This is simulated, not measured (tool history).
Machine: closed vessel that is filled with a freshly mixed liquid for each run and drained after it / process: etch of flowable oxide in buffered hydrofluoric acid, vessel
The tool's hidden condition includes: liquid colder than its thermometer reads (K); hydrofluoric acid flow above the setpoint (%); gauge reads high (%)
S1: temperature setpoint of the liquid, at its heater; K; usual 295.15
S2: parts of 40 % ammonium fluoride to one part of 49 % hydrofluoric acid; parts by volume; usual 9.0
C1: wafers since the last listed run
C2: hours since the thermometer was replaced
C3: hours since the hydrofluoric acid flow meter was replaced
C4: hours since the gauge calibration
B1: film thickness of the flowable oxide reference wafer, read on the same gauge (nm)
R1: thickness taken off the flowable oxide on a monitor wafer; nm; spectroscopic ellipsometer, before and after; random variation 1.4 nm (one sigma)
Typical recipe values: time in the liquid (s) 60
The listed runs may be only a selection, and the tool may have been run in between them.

{"run": 1, "day": 0.0, "S1": 295.15, "S2": 9.0, "time in the liquid (s)": 60, "C1": 0, "C2": 1800.5, "C3": 1783.6, "C4": 376.2, "B1": 119.98, "R1": 215.17}
{"run": 2, "day": 0.625, "S1": 295.15, "S2": 9.0, "time in the liquid (s)": 60, "C1": 1595, "C2": 1815.5, "C3": 1798.6, "C4": 391.2, "B1": 120.01, "R1": 218.16}
{"run": 3, "day": 1.962, "S1": 295.15, "S2": 9.0, "time in the liquid (s)": 60, "C1": 3414, "C2": 1847.6, "C3": 1830.7, "C4": 423.3, "B1": 120.0, "R1": 217.96}
{"run": 4, "day": 3.15, "S1": 295.15, "S2": 9.0, "time in the liquid (s)": 60, "C1": 3031, "C2": 1876.1, "C3": 1859.2, "C4": 451.8, "B1": 119.99, "R1": 221.67}
{"run": 5, "day": 3.775, "S1": 295.15, "S2": 9.0, "time in the liquid (s)": 60, "C1": 1595, "C2": 1891.1, "C3": 1874.2, "C4": 466.8, "B1": 120.0, "R1": 218.37}
{"run": 6, "day": 4.967, "S1": 295.15, "S2": 9.0, "time in the liquid (s)": 60, "C1": 3042, "C2": 1919.7, "C3": 1902.8, "C4": 495.4, "B1": 120.0, "R1": 218.03}
{"run": 7, "day": 5.929, "S1": 295.15, "S2": 9.0, "time in the liquid (s)": 60, "C1": 2457, "C2": 1942.8, "C3": 1925.9, "C4": 518.5, "B1": 120.01, "R1": 216.37}
{"run": 8, "day": 6.679, "S1": 295.15, "S2": 10.0, "time in the liquid (s)": 85, "C1": 1914, "C2": 1960.8, "C3": 1943.9, "C4": 536.5, "B1": 120.0, "R1": 281.4}
{"run": 9, "day": 7.379, "S1": 295.15, "S2": 10.0, "time in the liquid (s)": 85, "C1": 1786, "C2": 1977.6, "C3": 1960.7, "C4": 553.3, "B1": 120.0, "R1": 278.43}
{"run": 10, "day": 7.896, "S1": 295.15, "S2": 9.0, "time in the liquid (s)": 50, "C1": 1318, "C2": 1990.0, "C3": 1973.1, "C4": 565.7, "B1": 120.0, "R1": 183.97}
{"run": 11, "day": 8.988, "S1": 295.15, "S2": 9.0, "time in the liquid (s)": 50, "C1": 2786, "C2": 2016.2, "C3": 1999.3, "C4": 591.9, "B1": 119.98, "R1": 183.94}
{"run": 12, "day": 9.717, "S1": 295.15, "S2": 9.0, "time in the liquid (s)": 60, "C1": 1861, "C2": 2033.7, "C3": 2016.8, "C4": 609.4, "B1": 120.0, "R1": 225.04}
{"run": 13, "day": 11.192, "S1": 295.15, "S2": 9.0, "time in the liquid (s)": 60, "C1": 3765, "C2": 2069.1, "C3": 2052.2, "C4": 644.8, "B1": 119.99, "R1": 220.01}
{"run": 14, "day": 11.846, "S1": 299.65, "S2": 6.5, "time in the liquid (s)": 45, "C1": 1669, "C2": 2084.8, "C3": 2067.9, "C4": 660.5, "B1": 119.99, "R1": 289.42}
{"run": 15, "day": 12.417, "S1": 295.15, "S2": 9.0, "time in the liquid (s)": 60, "C1": 1457, "C2": 2098.5, "C3": 2081.6, "C4": 674.2, "B1": 120.0, "R1": 221.54}
{"day": 12.988, "done": "gauge calibrated"}
{"run": 16, "day": 13.042, "S1": 290.65, "S2": 9.0, "time in the liquid (s)": 45, "C1": 1595, "C2": 2113.5, "C3": 2096.6, "C4": 1.3, "B1": 120.04, "R1": 131.71}
{"run": 17, "day": 14.308, "S1": 297.15, "S2": 9.0, "time in the liquid (s)": 30, "C1": 3233, "C2": 2143.9, "C3": 2127.0, "C4": 31.7, "B1": 119.97, "R1": 125.21}
{"run": 18, "day": 15.279, "S1": 298.15, "S2": 7.0, "time in the liquid (s)": 45, "C1": 2478, "C2": 2167.2, "C3": 2150.3, "C4": 55.0, "B1": 119.99, "R1": 250.8}
{"day": 16.292, "done": "thermometer replaced"}
{"run": 19, "day": 16.492, "S1": 295.15, "S2": 9.0, "time in the liquid (s)": 60, "C1": 2988, "C2": 4.8, "C3": 2179.4, "C4": 84.1, "B1": 120.01, "R1": 222.86}
{"run": 20, "day": 17.904, "S1": 291.65, "S2": 9.0, "time in the liquid (s)": 60, "C1": 3605, "C2": 38.7, "C3": 2213.3, "C4": 118.0, "B1": 120.01, "R1": 183.35}
{"run": 21, "day": 18.592, "S1": 299.65, "S2": 8.0, "time in the liquid (s)": 35, "C1": 1755, "C2": 55.2, "C3": 2229.8, "C4": 134.5, "B1": 119.99, "R1": 189.94}
{"run": 22, "day": 19.975, "S1": 295.15, "S2": 9.0, "time in the liquid (s)": 60, "C1": 3531, "C2": 88.4, "C3": 2263.0, "C4": 167.7, "B1": 120.0, "R1": 221.26}
{"day": 20.446, "done": "hydrofluoric acid flow meter replaced"}
{"run": 23, "day": 20.717, "S1": 295.15, "S2": 9.0, "time in the liquid (s)": 50, "C1": 1786, "C2": 106.2, "C3": 6.5, "C4": 185.5, "B1": 120.0, "R1": 166.05}
{"run": 24, "day": 22.15, "S1": 295.15, "S2": 9.0, "time in the liquid (s)": 60, "C1": 3659, "C2": 140.6, "C3": 40.9, "C4": 219.9, "B1": 119.99, "R1": 197.65}
{"run": 25, "day": 22.879, "S1": 297.15, "S2": 11.5, "time in the liquid (s)": 30, "C1": 1861, "C2": 158.1, "C3": 58.4, "C4": 237.4, "B1": 119.98, "R1": 91.28}
{"run": 26, "day": 25.829, "S1": 295.15, "S2": 12.5, "time in the liquid (s)": 35, "C1": 7530, "C2": 228.9, "C3": 129.2, "C4": 308.2, "B1": 120.0, "R1": 89.03}

Each run again, without the hidden state but with its own random variation kept:
run=1 R1=191.31
run=2 R1=193.81
run=3 R1=193.32
run=4 R1=196.29
run=5 R1=193.21
run=6 R1=192.63
run=7 R1=190.93
run=8 R1=260.26
run=9 R1=257.29
run=10 R1=161.92
run=11 R1=161.67
run=12 R1=197.61
run=13 R1=192.83
run=14 R1=260.58
run=15 R1=193.88
run=16 R1=115.16
run=17 R1=109.32
run=18 R1=224.81
run=19 R1=194.03
run=20 R1=159.33
run=21 R1=165.05
run=22 R1=191.79
run=23 R1=162.13
run=24 R1=192.59
run=25 R1=89.10
run=26 R1=86.57
